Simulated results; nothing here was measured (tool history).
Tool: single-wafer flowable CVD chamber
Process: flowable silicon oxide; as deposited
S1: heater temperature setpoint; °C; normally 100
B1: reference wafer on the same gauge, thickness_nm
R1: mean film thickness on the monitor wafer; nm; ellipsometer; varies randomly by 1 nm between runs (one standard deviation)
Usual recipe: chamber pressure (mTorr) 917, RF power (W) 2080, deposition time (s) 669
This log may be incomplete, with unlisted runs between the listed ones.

Run 1, day 0: usual settings but RF power (W) 2220; B1 424.915. Result: R1 550.957 nm.
Run 2, day 1.321: usual settings but RF power (W) 2220; B1 424.697. Result: R1 552.628 nm.
Run 3, day 1.942: usual settings; B1 425.325. Result: R1 546.041 nm.
Run 4, day 3.017: usual settings; B1 425.058. Result: R1 546.986 nm.
Run 5, day 3.788: usual settings; B1 424.919. Result: R1 545.682 nm.
Run 6, day 5.612: usual settings; B1 425.211. Result: R1 544.098 nm.
Run 7, day 6.771: usual settings; B1 425.055. Result: R1 546.191 nm.
Run 8, day 8.262: usual settings; B1 425.053. Result: R1 545.892 nm.
Run 9, day 8.979: usual settings but deposition time (s) 587; B1 425.077. Result: R1 477.91 nm.
Run 10, day 10.262: usual settings but deposition time (s) 587; B1 424.958. Result: R1 477.933 nm.
At day 11.046: thermocouple changed; heater temperature recalibrated.
At day 11.458: gauge calibrated.
Run 11, day 11.658: usual settings; B1 424.675. Result: R1 545.98 nm.
At day 12.242: RF generator calibrated.
Run 12, day 12.262: usual settings but S1 87 °C, chamber pressure (mTorr) 776, RF power (W) 2205, deposition time (s) 623; B1 425.038. Result: R1 683.585 nm.
At day 12.996: showerhead replaced.
Run 13, day 13.354: usual settings; B1 425.271. Result: R1 553.971 nm.
At day 13.858: capacitance manometer re-zeroed and calibrated.
Run 14, day 14.033: usual settings but S1 108 °C, chamber pressure (mTorr) 766, RF power (W) 1665, deposition time (s) 615; B1 425.134. Result: R1 309.004 nm.
Run 15, day 15.292: usual settings but S1 91 °C, RF power (W) 2425, deposition time (s) 565; B1 425.074. Result: R1 598.61 nm.
Run 16, day 16.575: usual settings but S1 113 °C, RF power (W) 1695; B1 424.883. Result: R1 336.288 nm.
Run 17, day 17.558: usual settings but S1 108 °C, chamber pressure (mTorr) 766, RF power (W) 1665, deposition time (s) 615; B1 425.098. Result: R1 311.7 nm.
Run 18, day 18.288: usual settings; B1 424.77. Result: R1 524.397 nm.
Run 19, day 19.275: usual settings but S1 110 °C, chamber pressure (mTorr) 714, RF power (W) 1765, deposition time (s) 543; B1 425.099. Result: R1 248.318 nm.
Run 20, day 19.929: usual settings but S1 110 °C, chamber pressure (mTorr) 785; B1 424.87. Result: R1 340.216 nm.

Branching from run 20: 5 alternative next runs. What would each branch give?
Run A, day 19.954: usual settings but deposition time (s) 715; B1 ?. Result: R1 ?.
Run B, day 19.954: usual settings but S1 109 °C, deposition time (s) 787; B1 ?. Result: R1 ?.
Run C, day 19.954: usual settings but deposition time (s) 720; B1 ?. Result: R1 ?.
Run D, day 19.954: usual settings but S1 109 °C, chamber pressure (mTorr) 992, RF power (W) 2275, deposition time (s) 762; B1 ?. Result: R1 ?.
Run E, day 19.954: usual settings but S1 86 °C, chamber pressure (mTorr) 810, deposition time (s) 778; B1 ?. Result: R1 ?.

run       B1       R1
  A  424.977  559.946
  B  424.977  463.623
  C  424.977  563.862
  D  424.977  484.601
  E  424.977  847.388
Without the tool's hidden state the same runs would have given:
run       R1
  A  557.627
  B  461.703
  C  561.527
  D  482.339
  E  843.604
